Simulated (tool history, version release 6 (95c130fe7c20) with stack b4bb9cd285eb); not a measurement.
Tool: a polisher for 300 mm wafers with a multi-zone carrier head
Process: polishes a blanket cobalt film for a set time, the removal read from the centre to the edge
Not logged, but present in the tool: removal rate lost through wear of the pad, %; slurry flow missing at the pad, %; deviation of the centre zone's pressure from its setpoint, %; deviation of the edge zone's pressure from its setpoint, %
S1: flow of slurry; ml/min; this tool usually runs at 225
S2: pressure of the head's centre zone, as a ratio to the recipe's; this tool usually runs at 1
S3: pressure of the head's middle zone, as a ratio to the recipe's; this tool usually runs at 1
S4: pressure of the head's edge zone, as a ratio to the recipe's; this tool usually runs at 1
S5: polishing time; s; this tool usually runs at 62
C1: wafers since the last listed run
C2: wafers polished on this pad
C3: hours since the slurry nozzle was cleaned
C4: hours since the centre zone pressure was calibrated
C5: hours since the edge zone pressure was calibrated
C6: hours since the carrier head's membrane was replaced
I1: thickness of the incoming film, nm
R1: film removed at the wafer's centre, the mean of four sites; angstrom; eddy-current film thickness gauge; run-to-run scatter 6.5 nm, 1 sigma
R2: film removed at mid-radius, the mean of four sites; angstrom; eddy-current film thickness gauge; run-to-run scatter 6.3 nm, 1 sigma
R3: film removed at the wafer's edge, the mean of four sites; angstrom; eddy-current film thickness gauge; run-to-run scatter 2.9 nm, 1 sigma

run	hour	S1	S2	S3	S4	S5	C1	C2	C3	C4	C5	C6	I1	R1	R2	R3
1	0	260	1	1	1	62	0	250	494.7	501.2	375.5	1493.7	1425.5	4241	4215	4278
# hour 13.9: slurry nozzle cleaned
2	71.7	225	1	1	1	62	743	993	57.8	572.9	447.2	1565.4	1404.8	4265	4372	4421
# hour 115.8: edge zone pressure recalibrated
3	127.2	225	1	1	1	62	562	1556	113.3	628.4	11.4	1620.9	1401.8	4458	4265	4390
4	170.6	225	1	1	1	62	456	2012	156.7	671.8	54.8	1664.3	1390	4380	4228	4386
# hour 175.2: worn pad replaced by a new one
5	221.1	225	1	1	1	62	489	482	207.2	722.3	105.3	1714.8	1386.1	4367	4221	4321
6	251.2	225	1	1	1	62	316	799	237.3	752.4	135.4	1744.9	1391.6	4254	4205	4354
7	319.7	225	1.06	1	1	62	720	1519	305.8	820.9	203.9	1813.4	1409	4545	4258	4307
# hour 359.7: worn pad replaced by a new one
8	361.3	225	1.06	1	1	62	395	16	347.4	862.5	245.5	1855	1394.8	4561	4063	4298
9	394.6	225	1	1	1.04	62	350	366	380.7	895.8	278.8	1888.3	1389.8	4268	4052	4336
10	438.1	225	1	1	1.04	62	457	824	424.2	939.3	322.3	1931.8	1396.7	4181	3992	4287
11	480.6	225	1.07	1.11	1	81	446	1271	466.7	981.8	364.8	1974.3	1401.8	5762	5713	5463
# hour 495.8: centre zone pressure recalibrated
# hour 512.4: edge zone pressure recalibrated
12	517.4	155	1.11	1	1	62	344	1616	503.5	21.6	5	2011.1	1389.6	4072	3659	3948
# hour 532.6: slurry nozzle cleaned
13	546.9	225	1	1	0.91	41	299	1916	14.3	51.1	34.5	2040.6	1393.7	2940	2814	2832
# hour 563: worn pad replaced by a new one
# hour 672.2: carrier head's membrane replaced by a new one
14	714.2	225	1	1	1	62	1664	1537	181.6	218.4	201.8	42	1400.4	4200	4109	4406
15	743.6	255	1	1	1	80	309	1846	211	247.8	231.2	71.4	1376.5	5536	5506	5662
# hour 759.8: worn pad replaced by a new one
16	780.6	225	1	1	1	62	347	218	248	284.8	268.2	108.4	1388.4	4218	4263	4316
17	812.3	225	1	1	0.88	62	333	551	279.7	316.5	299.9	140.1	1393	4196	4155	4057
18	856.8	225	1.11	0.96	0.94	62	467	1019	324.2	361	344.4	184.6	1426.3	4558	4070	4142
19	901.1	225	1.07	1.11	1	81	465	1485	368.5	405.3	388.7	228.9	1421.4	5811	5672	5572
20	933.3	205	1	1	1	62	338	1824	400.7	437.5	420.9	261.1	1389	4133	4059	4180

Run 21 has not been measured yet. What should we expect?
# hour 939.4: worn pad replaced by a new one
21	958.9	300	1	1	1	62	227	205	426.3	463.1	446.5	286.7	1398.2	?	?	?

R1: 4365 angstrom
R2: 4258 angstrom
R3: 4390 angstrom
Without the tool's hidden state the same run would have given R1 4605 angstrom, R2 4467 angstrom, R3 4551 angstrom.
